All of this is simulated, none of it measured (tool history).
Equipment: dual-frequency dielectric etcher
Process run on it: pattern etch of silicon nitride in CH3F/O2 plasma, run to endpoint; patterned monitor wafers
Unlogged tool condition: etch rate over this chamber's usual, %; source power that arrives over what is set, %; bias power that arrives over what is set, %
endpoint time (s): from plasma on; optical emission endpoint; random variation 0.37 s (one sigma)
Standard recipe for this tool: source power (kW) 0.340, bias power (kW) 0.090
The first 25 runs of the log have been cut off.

run	hour	source power (kW)	bias power (kW)	wafers since the last listed run	hours since the last wet clean	hours since the last source power generator calibration	hours since the last bias power generator calibration	hours since the last upper electrode change	incoming incoming film thickness, nm	endpoint time (s)
26	623.8	0.420	0.090	173	70.5	435.3	277.6	29.2	104.2	107.5
27	644.5	0.310	0.073	172	91.2	456.0	298.3	49.9	105.6	145.4
28	664.1	0.400	0.075	163	110.8	475.6	317.9	69.5	105.4	124.1
29	687.2	0.400	0.079	192	133.9	498.7	341.0	92.6	105.1	119.3
30	704.1	0.340	0.112	141	150.8	515.6	357.9	109.5	104.7	104.5
31	736.9	0.410	0.099	273	183.6	548.4	390.7	142.3	105.1	102.9
32	767.2	0.260	0.090	253	213.9	578.7	421.0	172.6	105.4	139.1
33	793.9	0.380	0.084	222	240.6	605.4	447.7	199.3	104.6	116.4
34	826.0	0.370	0.082	268	272.7	637.5	479.8	231.4	104.2	118.8

Each row is a separate what-if for the run after 34, all from the same tool condition, not one after another. Results?
A	826.5	0.370	0.090	4	273.2	638.0	480.3	231.9	105.5	?
B	826.5	0.360	0.073	4	273.2	638.0	480.3	231.9	105.5	?
C	826.5	0.270	0.108	4	273.2	638.0	480.3	231.9	105.5	?
D	826.5	0.370	0.099	4	273.2	638.0	480.3	231.9	105.5	?
E	826.5	0.320	0.104	4	273.2	638.0	480.3	231.9	105.5	?

run	endpoint time (s)
A	114.0
B	131.4
C	121.6
D	107.9
E	113.1
What these runs would have given with no unlogged condition in the tool:
run	endpoint time (s)
A	116.5
B	134.3
C	124.2
D	110.2
E	115.5
